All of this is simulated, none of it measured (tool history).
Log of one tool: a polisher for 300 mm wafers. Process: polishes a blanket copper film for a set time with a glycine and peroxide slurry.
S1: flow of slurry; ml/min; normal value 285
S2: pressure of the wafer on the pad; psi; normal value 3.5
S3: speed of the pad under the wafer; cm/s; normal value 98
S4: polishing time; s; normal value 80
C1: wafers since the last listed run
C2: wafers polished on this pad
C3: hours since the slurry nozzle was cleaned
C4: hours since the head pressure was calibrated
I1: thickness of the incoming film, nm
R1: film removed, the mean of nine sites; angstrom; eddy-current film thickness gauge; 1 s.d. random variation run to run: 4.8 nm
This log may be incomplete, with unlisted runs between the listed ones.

{"run": 1, "day": 0.0, "S1": 285, "S2": 3.5, "S3": 98, "S4": 80, "C1": 0, "C2": 2599, "C3": 105.9, "C4": 222.7, "I1": 1969, "R1": 4953}
{"day": 0.971, "done": "worn pad replaced by a new one"}
{"run": 2, "day": 2.125, "S1": 285, "S2": 3.5, "S3": 98, "S4": 80, "C1": 411, "C2": 242, "C3": 156.9, "C4": 273.7, "I1": 1958.3, "R1": 5444}
{"day": 4.717, "done": "head pressure recalibrated"}
{"run": 3, "day": 6.0, "S1": 285, "S2": 3.5, "S3": 98, "S4": 80, "C1": 796, "C2": 1039, "C3": 249.9, "C4": 30.8, "I1": 1990.3, "R1": 5108}
{"run": 4, "day": 8.346, "S1": 285, "S2": 3.5, "S3": 98, "S4": 60, "C1": 492, "C2": 1532, "C3": 306.2, "C4": 87.1, "I1": 1944.9, "R1": 3866}
{"day": 8.912, "done": "slurry nozzle cleaned"}
{"day": 12.246, "done": "worn pad replaced by a new one"}
{"run": 5, "day": 12.471, "S1": 285, "S2": 3.5, "S3": 98, "S4": 60, "C1": 822, "C2": 47, "C3": 85.4, "C4": 186.1, "I1": 1946.2, "R1": 4129}
{"run": 6, "day": 14.75, "S1": 285, "S2": 3.5, "S3": 98, "S4": 60, "C1": 478, "C2": 525, "C3": 140.1, "C4": 240.8, "I1": 1965.3, "R1": 4120}
{"run": 7, "day": 16.721, "S1": 285, "S2": 3.5, "S3": 98, "S4": 80, "C1": 414, "C2": 940, "C3": 187.4, "C4": 288.1, "I1": 1996.2, "R1": 5501}
{"run": 8, "day": 19.204, "S1": 285, "S2": 3.5, "S3": 98, "S4": 80, "C1": 521, "C2": 1461, "C3": 247, "C4": 347.7, "I1": 1982.8, "R1": 5395}
{"day": 20.683, "done": "head pressure recalibrated"}
{"day": 21.842, "done": "slurry nozzle cleaned"}
{"day": 22.792, "done": "worn pad replaced by a new one"}
{"run": 9, "day": 22.812, "S1": 285, "S2": 3.5, "S3": 98, "S4": 80, "C1": 696, "C2": 4, "C3": 23.3, "C4": 51.1, "I1": 1959.6, "R1": 5314}
{"run": 10, "day": 26.817, "S1": 285, "S2": 3.5, "S3": 98, "S4": 80, "C1": 841, "C2": 846, "C3": 119.4, "C4": 147.2, "I1": 2011.7, "R1": 5440}
{"day": 33.075, "done": "head pressure recalibrated"}
{"day": 33.338, "done": "worn pad replaced by a new one"}
{"day": 33.979, "done": "slurry nozzle cleaned"}
{"run": 11, "day": 37.175, "S1": 285, "S2": 3.5, "S3": 68, "S4": 80, "C1": 2115, "C2": 797, "C3": 76.7, "C4": 98.4, "I1": 1959.7, "R1": 4096}
{"run": 12, "day": 39.904, "S1": 225, "S2": 4.6, "S3": 98, "S4": 80, "C1": 573, "C2": 1371, "C3": 142.2, "C4": 163.9, "I1": 1996.7, "R1": 6737}
{"run": 13, "day": 43.067, "S1": 285, "S2": 3.5, "S3": 98, "S4": 100, "C1": 664, "C2": 2035, "C3": 218.1, "C4": 239.8, "I1": 1946.4, "R1": 6658}
{"day": 45.617, "done": "slurry nozzle cleaned"}
{"day": 46.021, "done": "head pressure recalibrated"}
{"day": 46.454, "done": "worn pad replaced by a new one"}
{"run": 14, "day": 46.708, "S1": 285, "S2": 2.8, "S3": 86, "S4": 80, "C1": 703, "C2": 53, "C3": 26.2, "C4": 16.5, "I1": 1937.5, "R1": 3883}
{"run": 15, "day": 50.238, "S1": 235, "S2": 4.3, "S3": 98, "S4": 103, "C1": 741, "C2": 794, "C3": 110.9, "C4": 101.2, "I1": 1945.1, "R1": 8148}
{"run": 16, "day": 51.867, "S1": 285, "S2": 3.5, "S3": 98, "S4": 80, "C1": 342, "C2": 1137, "C3": 150, "C4": 140.3, "I1": 1957.4, "R1": 5404}
{"run": 17, "day": 55.317, "S1": 285, "S2": 3.5, "S3": 98, "S4": 65, "C1": 724, "C2": 1861, "C3": 232.8, "C4": 223.1, "I1": 1999.3, "R1": 4252}
{"run": 18, "day": 57.692, "S1": 285, "S2": 3.5, "S3": 98, "S4": 80, "C1": 498, "C2": 2360, "C3": 289.8, "C4": 280.1, "I1": 1973, "R1": 5145}
{"day": 58.071, "done": "slurry nozzle cleaned"}
{"day": 58.942, "done": "worn pad replaced by a new one"}
{"run": 19, "day": 61.15, "S1": 285, "S2": 3.8, "S3": 98, "S4": 104, "C1": 682, "C2": 463, "C3": 73.9, "C4": 363.1, "I1": 1993, "R1": 7782}

Forecast each of these 5 alternatives for the next run:
{"run": "A", "day": 61.167, "S1": 285, "S2": 3.5, "S3": 116, "S4": 80, "C1": 3, "C2": 467, "C3": 74.3, "C4": 363.5, "I1": 1972.8, "R1": "?"}
{"run": "B", "day": 61.167, "S1": 210, "S2": 3.5, "S3": 98, "S4": 80, "C1": 3, "C2": 467, "C3": 74.3, "C4": 363.5, "I1": 1972.8, "R1": "?"}
{"run": "C", "day": 61.167, "S1": 350, "S2": 3.5, "S3": 98, "S4": 70, "C1": 3, "C2": 467, "C3": 74.3, "C4": 363.5, "I1": 1972.8, "R1": "?"}
{"run": "D", "day": 61.167, "S1": 285, "S2": 3.5, "S3": 108, "S4": 92, "C1": 3, "C2": 467, "C3": 74.3, "C4": 363.5, "I1": 1972.8, "R1": "?"}
{"run": "E", "day": 61.167, "S1": 190, "S2": 2.6, "S3": 98, "S4": 80, "C1": 3, "C2": 467, "C3": 74.3, "C4": 363.5, "I1": 1972.8, "R1": "?"}

run=A R1=6482
run=B R1=5476
run=C R1=5030
run=D R1=7030
run=E R1=4202
What these runs would have given with no unlogged condition in the tool:
run=A R1=5882
run=B R1=4980
run=C R1=4575
run=D R1=6385
run=E R1=3841
